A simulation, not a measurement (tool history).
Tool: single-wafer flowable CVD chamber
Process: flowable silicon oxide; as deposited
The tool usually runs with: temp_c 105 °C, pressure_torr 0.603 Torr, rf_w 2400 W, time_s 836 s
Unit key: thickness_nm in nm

run,hour,temp_c,pressure_torr,rf_w,time_s,"read-back reference wafer on the same gauge, thickness_nm",thickness_nm
1,0.0,96,0.603,2400,836,254.204,380.075
# hour 20.1: showerhead replaced
2,64.9,96,0.603,2400,836,253.813,381.185
3,116.0,96,0.603,2400,836,253.984,380.797
# hour 149.8: gauge calibrated
# hour 176.9: capacitance manometer re-zeroed and calibrated
4,263.3,105,0.603,2400,836,254.156,291.763
5,314.9,105,0.603,2400,836,253.794,294.846
6,368.7,105,0.603,2400,836,254.337,295.479
7,435.0,105,0.658,2400,836,253.975,318.101
# hour 450.9: thermocouple changed; heater temperature recalibrated
8,486.8,105,0.603,2400,836,254.148,291.903
9,512.2,105,0.603,2265,977,253.841,336.454
10,547.7,105,0.603,2400,836,253.946,292.904
11,609.0,112,0.603,2580,960,254.269,278.434
12,653.9,105,0.603,2400,935,254.037,327.792
13,679.9,105,0.537,2400,836,254.163,262.474
14,706.7,105,0.603,2070,701,253.748,240.283
15,751.9,95,0.481,2560,892,254.275,338.961
16,789.2,99,0.603,2200,836,253.949,343.522
# hour 831.3: RF generator calibrated
17,835.3,105,0.542,2875,836,253.760,272.342
18,906.3,110,0.549,1950,836,253.739,224.477
19,932.7,95,0.603,2400,728,253.715,342.635
20,977.1,105,0.726,2600,836,254.095,356.163
21,1001.6,105,0.603,2400,729,254.322,256.476
22,1053.3,105,0.603,2400,772,254.073,269.137
23,1087.1,105,0.603,2400,836,254.037,292.674
24,1147.2,105,0.714,2655,752,254.427,315.334
25,1213.9,105,0.603,2400,836,253.870,291.121
26,1239.8,105,0.603,2400,836,253.771,294.856
27,1296.8,105,0.603,2400,836,253.826,292.652
28,1331.5,109,0.603,2400,836,254.136,261.474

4 options for the next run, each taken on its own from the tool as it stands now. Forecast them:
A,1332.1,114,0.603,2400,836,?,?
B,1332.1,94,0.603,2790,836,?,?
C,1332.1,105,0.603,2400,895,?,?
D,1332.1,105,0.548,2400,900,?,?

run,"read-back reference wafer on the same gauge, thickness_nm",thickness_nm
A,253.983,226.044
B,253.983,410.476
C,253.983,312.627
D,253.983,285.932
With no hidden state in the tool, these same runs would have given:
run,thickness_nm
A,226.044
B,410.476
C,312.627
D,285.932
